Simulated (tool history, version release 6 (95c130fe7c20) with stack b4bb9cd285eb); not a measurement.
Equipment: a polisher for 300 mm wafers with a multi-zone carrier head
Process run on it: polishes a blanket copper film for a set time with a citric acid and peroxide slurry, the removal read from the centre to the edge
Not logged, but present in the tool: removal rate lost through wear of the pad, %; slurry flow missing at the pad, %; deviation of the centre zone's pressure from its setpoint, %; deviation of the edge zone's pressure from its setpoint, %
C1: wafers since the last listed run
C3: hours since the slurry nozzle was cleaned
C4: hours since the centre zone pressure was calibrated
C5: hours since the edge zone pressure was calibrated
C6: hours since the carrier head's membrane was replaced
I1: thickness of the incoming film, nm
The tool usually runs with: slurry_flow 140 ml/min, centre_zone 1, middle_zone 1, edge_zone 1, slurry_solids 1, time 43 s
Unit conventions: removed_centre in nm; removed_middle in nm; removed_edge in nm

run 1 day=0 | slurry_flow=140 centre_zone=1 middle_zone=1 edge_zone=1 slurry_solids=1 time=43 | C1=0 wafers_polished_on_this_pad=30 C3=238.6 C4=455.4 C5=665.3 C6=647.4 | I1=647.6 | removed_centre=162.1 removed_middle=161.5 removed_edge=162.3
run 2 day=0.65 | slurry_flow=140 centre_zone=1 middle_zone=1 edge_zone=1 slurry_solids=1 time=43 | C1=117 wafers_polished_on_this_pad=148 C3=254.2 C4=471 C5=680.9 C6=663 | I1=636 | removed_centre=153.6 removed_middle=157.2 removed_edge=158.4
run 3 day=1.192 | slurry_flow=140 centre_zone=1 middle_zone=1 edge_zone=1 slurry_solids=1 time=43 | C1=98 wafers_polished_on_this_pad=246 C3=267.2 C4=484 C5=693.9 C6=676 | I1=641.7 | removed_centre=152 removed_middle=152 removed_edge=157.4
run 4 day=1.458 | slurry_flow=140 centre_zone=1 middle_zone=1 edge_zone=1 slurry_solids=1 time=43 | C1=48 wafers_polished_on_this_pad=294 C3=273.6 C4=490.4 C5=700.3 C6=682.4 | I1=648.7 | removed_centre=150.3 removed_middle=151.3 removed_edge=155.8
run 5 day=1.975 | slurry_flow=140 centre_zone=1 middle_zone=1 edge_zone=1 slurry_solids=1 time=43 | C1=93 wafers_polished_on_this_pad=388 C3=286 C4=502.8 C5=712.7 C6=694.8 | I1=638.3 | removed_centre=143.6 removed_middle=150.8 removed_edge=153.9
-- day=2.458 centre zone pressure recalibrated
run 6 day=2.562 | slurry_flow=140 centre_zone=1 middle_zone=1 edge_zone=1 slurry_solids=1 time=43 | C1=91 wafers_polished_on_this_pad=479 C3=300.1 C4=2.5 C5=726.8 C6=708.9 | I1=645.3 | removed_centre=141.1 removed_middle=144.6 removed_edge=150.2
-- day=2.996 slurry nozzle cleaned
run 7 day=3.129 | slurry_flow=140 centre_zone=1 middle_zone=1 edge_zone=1 slurry_solids=1 time=43 | C1=95 wafers_polished_on_this_pad=575 C3=3.2 C4=16.1 C5=740.4 C6=722.5 | I1=645.1 | removed_centre=171.7 removed_middle=170.8 removed_edge=168.5
run 8 day=3.692 | slurry_flow=140 centre_zone=1 middle_zone=1 edge_zone=1.07 slurry_solids=1 time=43 | C1=102 wafers_polished_on_this_pad=677 C3=16.7 C4=29.6 C5=753.9 C6=736 | I1=637.8 | removed_centre=168.6 removed_middle=168.7 removed_edge=169.1
run 9 day=4.229 | slurry_flow=155 centre_zone=1 middle_zone=1 edge_zone=1 slurry_solids=1 time=43 | C1=97 wafers_polished_on_this_pad=774 C3=29.6 C4=42.5 C5=766.8 C6=748.9 | I1=641.6 | removed_centre=171 removed_middle=172.3 removed_edge=164.9
-- day=4.683 carrier head's membrane replaced by a new one
-- day=4.758 edge zone pressure recalibrated
run 10 day=4.779 | slurry_flow=140 centre_zone=0.89 middle_zone=1 edge_zone=1 slurry_solids=1 time=43 | C1=48 wafers_polished_on_this_pad=823 C3=42.8 C4=55.7 C5=0.5 C6=2.3 | I1=641.7 | removed_centre=154.3 removed_middle=170.7 removed_edge=158.2
run 11 day=5.154 | slurry_flow=140 centre_zone=1 middle_zone=1 edge_zone=1.06 slurry_solids=1 time=43 | C1=68 wafers_polished_on_this_pad=891 C3=51.8 C4=64.7 C5=9.5 C6=11.3 | I1=640.8 | removed_centre=165.5 removed_middle=162.2 removed_edge=171.3
-- day=5.333 worn pad replaced by a new one
run 12 day=5.721 | slurry_flow=140 centre_zone=0.91 middle_zone=1.04 edge_zone=0.94 slurry_solids=1 time=35 | C1=72 wafers_polished_on_this_pad=70 C3=65.4 C4=78.3 C5=23.1 C6=24.9 | I1=644.2 | removed_centre=136.1 removed_middle=148.4 removed_edge=132.6
run 13 day=6.367 | slurry_flow=140 centre_zone=1 middle_zone=1 edge_zone=1 slurry_solids=1 time=43 | C1=117 wafers_polished_on_this_pad=187 C3=80.9 C4=93.8 C5=38.6 C6=40.4 | I1=627.6 | removed_centre=171.3 removed_middle=168.1 removed_edge=167
run 14 day=6.758 | slurry_flow=140 centre_zone=0.95 middle_zone=1 edge_zone=1 slurry_solids=1 time=52 | C1=71 wafers_polished_on_this_pad=258 C3=90.3 C4=103.2 C5=48 C6=49.8 | I1=644 | removed_centre=192.7 removed_middle=196.4 removed_edge=199
run 15 day=7.192 | slurry_flow=95 centre_zone=1 middle_zone=1.12 edge_zone=1.06 slurry_solids=0.9 time=43 | C1=78 wafers_polished_on_this_pad=336 C3=100.7 C4=113.6 C5=58.4 C6=60.2 | I1=637.5 | removed_centre=137.3 removed_middle=156.3 removed_edge=149.1

Across each entry between runs, compare the hidden state at the last listed run before it with the hidden state at the first listed run after it:
From run 5 to run 6: centre zone pressure recalibrated (day 2.458)
  removal rate lost through wear of the pad, %: 6.9 -> 7.61; slurry flow missing at the pad, %: 39 -> 40.8
  measured result minus the result with no hidden state, removed_centre: -39.9 -> -43.2 nm; removed_middle: -37.5 -> -39.5 nm; removed_edge: -29.1 -> -31.3 nm
From run 6 to run 7: slurry nozzle cleaned (day 2.996)
  removal rate lost through wear of the pad, %: 7.61 -> 8.08; slurry flow missing at the pad, %: 40.8 -> 2.18
  measured result minus the result with no hidden state, removed_centre: -43.2 -> -16.2 nm; removed_middle: -39.5 -> -16 nm; removed_edge: -31.3 -> -15.5 nm
From run 9 to run 10: carrier head's membrane replaced by a new one (day 4.683); edge zone pressure recalibrated (day 4.758)
  removal rate lost through wear of the pad, %: 8.65 -> 8.82; slurry flow missing at the pad, %: 5.56 -> 7.25
  measured result minus the result with no hidden state, removed_centre: -18.7 -> -18.4 nm; removed_middle: -18.5 -> -19.9 nm; removed_edge: -17.2 -> -17.5 nm
From run 11 to run 12: worn pad replaced by a new one (day 5.333)
  removal rate lost through wear of the pad, %: 8.91 -> 3.06; slurry flow missing at the pad, %: 8.41 -> 10.2
  measured result minus the result with no hidden state, removed_centre: -20.5 -> -8.5 nm; removed_middle: -19.6 -> -8.6 nm; removed_edge: -19.5 -> -6.7 nm
